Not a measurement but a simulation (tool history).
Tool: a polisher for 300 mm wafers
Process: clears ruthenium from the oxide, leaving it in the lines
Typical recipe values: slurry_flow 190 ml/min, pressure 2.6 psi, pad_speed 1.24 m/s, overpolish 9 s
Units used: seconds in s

| run | hour | slurry_flow | pressure | pad_speed | overpolish | wafers since the last listed run | wafers polished on this pad | hours since the slurry nozzle was cleaned | hours since the head pressure was calibrated | incoming thickness of the incoming film, nm | seconds |
|---|---|---|---|---|---|---|---|---|---|---|---|
| 1 | 0.0 | 190 | 3.1 | 1.24 | 9 | 0 | 771 | 270.6 | 402.9 | 150.5 | 73.3 |
| 2 | 9.0 | 190 | 2.6 | 1.24 | 9 | 50 | 822 | 279.6 | 411.9 | 149.5 | 80.0 |
| 3 | 15.1 | 190 | 2.6 | 1.24 | 9 | 34 | 856 | 285.7 | 418.0 | 151.3 | 80.7 |
| 4 | 27.9 | 190 | 2.2 | 0.92 | 9 | 72 | 929 | 298.5 | 430.8 | 149.4 | 117.4 |
|  | 47.3 | worn pad replaced by a new one, of another model than before |
| 5 | 47.8 | 190 | 2.6 | 1.24 | 7 | 89 | 2 | 318.4 | 450.7 | 148.6 | 69.8 |
| 6 | 59.4 | 190 | 2.3 | 1.24 | 9 | 65 | 68 | 330.0 | 462.3 | 150.0 | 80.4 |
| 7 | 66.4 | 190 | 2.3 | 1.24 | 9 | 39 | 107 | 337.0 | 469.3 | 149.6 | 82.4 |
| 8 | 75.5 | 160 | 2.6 | 1.24 | 9 | 51 | 159 | 346.1 | 478.4 | 152.7 | 76.8 |
| 9 | 85.3 | 190 | 2.6 | 1.24 | 9 | 55 | 214 | 355.9 | 488.2 | 149.1 | 74.0 |
| 10 | 102.2 | 190 | 2.6 | 1.24 | 9 | 95 | 309 | 372.8 | 505.1 | 151.8 | 76.0 |
| 11 | 143.6 | 190 | 3.0 | 0.90 | 9 | 233 | 543 | 414.2 | 546.5 | 152.3 | 84.8 |
| 12 | 156.0 | 190 | 3.0 | 0.90 | 9 | 69 | 613 | 426.6 | 558.9 | 146.8 | 82.8 |
|  | 165.1 | slurry nozzle cleaned |
| 13 | 165.9 | 190 | 2.6 | 1.24 | 9 | 50 | 663 | 0.8 | 568.8 | 147.4 | 77.9 |
| 14 | 178.5 | 190 | 2.6 | 1.24 | 9 | 71 | 734 | 13.4 | 581.4 | 148.4 | 79.8 |
| 15 | 186.3 | 190 | 2.6 | 1.24 | 9 | 44 | 778 | 21.2 | 589.2 | 150.4 | 79.0 |
| 16 | 194.8 | 190 | 2.4 | 1.24 | 9 | 47 | 826 | 29.7 | 597.7 | 150.7 | 86.4 |
| 17 | 209.5 | 190 | 2.9 | 1.24 | 6 | 82 | 909 | 44.4 | 612.4 | 148.4 | 71.7 |
| 18 | 217.2 | 220 | 2.3 | 1.24 | 9 | 43 | 953 | 52.1 | 620.1 | 149.4 | 87.1 |
| 19 | 224.1 | 165 | 2.6 | 1.50 | 9 | 38 | 992 | 59.0 | 627.0 | 151.4 | 71.9 |
| 20 | 238.6 | 190 | 2.6 | 1.24 | 9 | 81 | 1073 | 73.5 | 641.5 | 146.9 | 78.7 |
| 21 | 251.7 | 190 | 2.6 | 1.24 | 9 | 73 | 1147 | 86.6 | 654.6 | 149.0 | 80.7 |
|  | 263.2 | worn pad replaced by a new one |
| 22 | 263.7 | 190 | 2.6 | 1.24 | 9 | 45 | 3 | 98.6 | 666.6 | 148.4 | 70.1 |
| 23 | 267.7 | 190 | 2.0 | 0.80 | 9 | 22 | 25 | 102.6 | 670.6 | 150.8 | 117.0 |

The next listed run, before its measurement:
|  | 278.4 | head pressure recalibrated |
| 24 | 296.8 | 190 | 2.2 | 0.92 | 9 | 152 | 178 | 131.7 | 18.4 | 148.5 | ? |

Logged for run 24: seconds 103.4 s.
Minus the tool's unlogged condition, the same run would have read seconds 97.5 s.
